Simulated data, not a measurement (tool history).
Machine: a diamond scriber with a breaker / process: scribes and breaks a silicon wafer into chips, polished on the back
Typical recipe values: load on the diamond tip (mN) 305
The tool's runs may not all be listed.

run    hour  load on the diamond tip (mN)  wafers since the last listed run  hours since the diamond tip was replaced  hours since the load on the tip was calibrated  incoming depth of the damage left on the back of the incoming wafer, um  depth of the median crack under the scribed line (µm)  chips rejected at inspection after the break (%)
  1     0.0                           364                                 0                                     278.0                                          1257.4                                                                     0.03                                                   7.12                                              1.78
       83.2  -- diamond tip replaced by a new one
  2   106.0                           364                               302                                      22.8                                          1363.4                                                                     0.04                                                   7.22                                              1.84
  3   145.6                           364                               115                                      62.4                                          1403.0                                                                     0.01                                                   7.12                                              1.73
  4   213.4                           305                               197                                     130.2                                          1470.8                                                                     0.01                                                   6.48                                              0.90
  5   257.2                           305                               127                                     174.0                                          1514.6                                                                     0.02                                                   6.50                                              0.94
  6   358.4                           305                               294                                     275.2                                          1615.8                                                                     0.02                                                   6.73                                              0.95
  7   439.6                           376                               235                                     356.4                                          1697.0                                                                     0.02                                                   7.36                                              2.09
      442.6  -- diamond tip replaced by a new one
  8   509.6                           354                               197                                      67.0                                          1767.0                                                                     0.02                                                   7.36                                              1.49
  9   598.7                           361                               258                                     156.1                                          1856.1                                                                     0.04                                                   7.40                                              1.86
      635.2  -- load on the tip recalibrated
 10   659.3                           364                               170                                     216.7                                            24.1                                                                     0.03                                                   7.20                                              1.90
 11   759.4                           305                               290                                     316.8                                           124.2                                                                     0.01                                                   6.58                                              1.04
      817.4  -- diamond tip replaced by a new one
 12   824.3                           282                               182                                       6.9                                           189.1                                                                     0.03                                                   6.26                                              1.12
 13   894.7                           372                               204                                      77.3                                           259.5                                                                     0.03                                                   7.43                                              2.08
 14   958.0                           269                               183                                     140.6                                           322.8                                                                     0.03                                                   6.14                                              1.50
 15   998.6                           268                               117                                     181.2                                           363.4                                                                     0.02                                                   6.02                                              1.38
 16  1053.6                           395                               159                                     236.2                                           418.4                                                                     0.04                                                   7.41                                              3.07

What if the next run were any one of these 3? Each begins from the tool's condition after run 16:
  A  1054.2                           225                                 1                                     236.8                                           419.0                                                                     0.02                                                      ?                                                 ?
  B  1054.2                           281                                 1                                     236.8                                           419.0                                                                     0.02                                                      ?                                                 ?
  C  1054.2                           393                                 1                                     236.8                                           419.0                                                                     0.02                                                      ?                                                 ?

run  depth of the median crack under the scribed line (µm)  chips rejected at inspection after the break (%)
  A                                                   5.68                                              3.03
  B                                                   6.34                                              1.04
  C                                                   7.57                                              2.58
What these runs would have given with no unlogged condition in the tool:
run  depth of the median crack under the scribed line (µm)  chips rejected at inspection after the break (%)
  A                                                   5.68                                              3.03
  B                                                   6.34                                              1.04
  C                                                   7.57                                              2.58

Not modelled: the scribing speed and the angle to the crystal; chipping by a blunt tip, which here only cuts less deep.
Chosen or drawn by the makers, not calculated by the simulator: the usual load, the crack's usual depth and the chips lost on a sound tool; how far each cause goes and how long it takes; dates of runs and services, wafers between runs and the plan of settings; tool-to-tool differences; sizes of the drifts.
